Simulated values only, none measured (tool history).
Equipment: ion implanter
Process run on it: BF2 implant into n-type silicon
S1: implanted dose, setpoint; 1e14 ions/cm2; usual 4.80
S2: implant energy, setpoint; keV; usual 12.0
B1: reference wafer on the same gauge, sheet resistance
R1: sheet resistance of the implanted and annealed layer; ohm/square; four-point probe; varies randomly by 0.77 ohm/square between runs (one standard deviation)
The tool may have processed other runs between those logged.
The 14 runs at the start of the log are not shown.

run	hour	S1	S2	B1	R1
# hour 434.2: gauge calibrated
15	443.3	4.80	12.0	225.96	267.29
16	474.1	4.80	12.0	226.02	266.47
17	507.9	5.50	13.5	226.08	236.61
18	524.8	4.12	8.0	225.92	323.52
19	559.8	4.80	15.0	225.92	258.46
20	577.3	4.80	12.0	225.89	267.12
21	593.7	4.80	12.0	225.96	265.56
22	609.8	3.49	8.5	225.92	361.81
23	645.2	6.16	9.5	225.97	233.65
24	665.7	3.75	15.0	226.11	312.40
25	701.5	4.26	13.0	225.86	289.28
26	714.7	4.80	12.0	226.04	266.01
27	733.8	3.41	14.0	226.05	342.87
28	754.6	5.44	16.0	226.05	230.95
29	766.8	4.13	8.5	226.01	317.72
30	780.3	5.43	12.0	225.95	242.31
31	806.5	5.26	9.0	225.99	264.11
32	874.7	4.80	11.0	225.93	269.03
33	899.2	5.67	12.0	226.00	235.35

Alternative continuations, all from the tool just after run 33; predict every row:
A	899.6	6.21	12.0	?	?
B	899.6	3.82	14.0	?	?
C	899.6	3.69	10.0	?	?
D	899.6	4.19	10.5	?	?
E	899.6	3.55	10.5	?	?

run	B1	R1
A	225.92	220.21
B	225.92	310.48
C	225.92	334.29
D	225.92	300.64
E	225.92	342.13
Stripped of hidden state, with their random variation kept, the same runs would have yielded:
run	R1
A	224.30
B	317.42
C	341.38
D	306.88
E	349.52
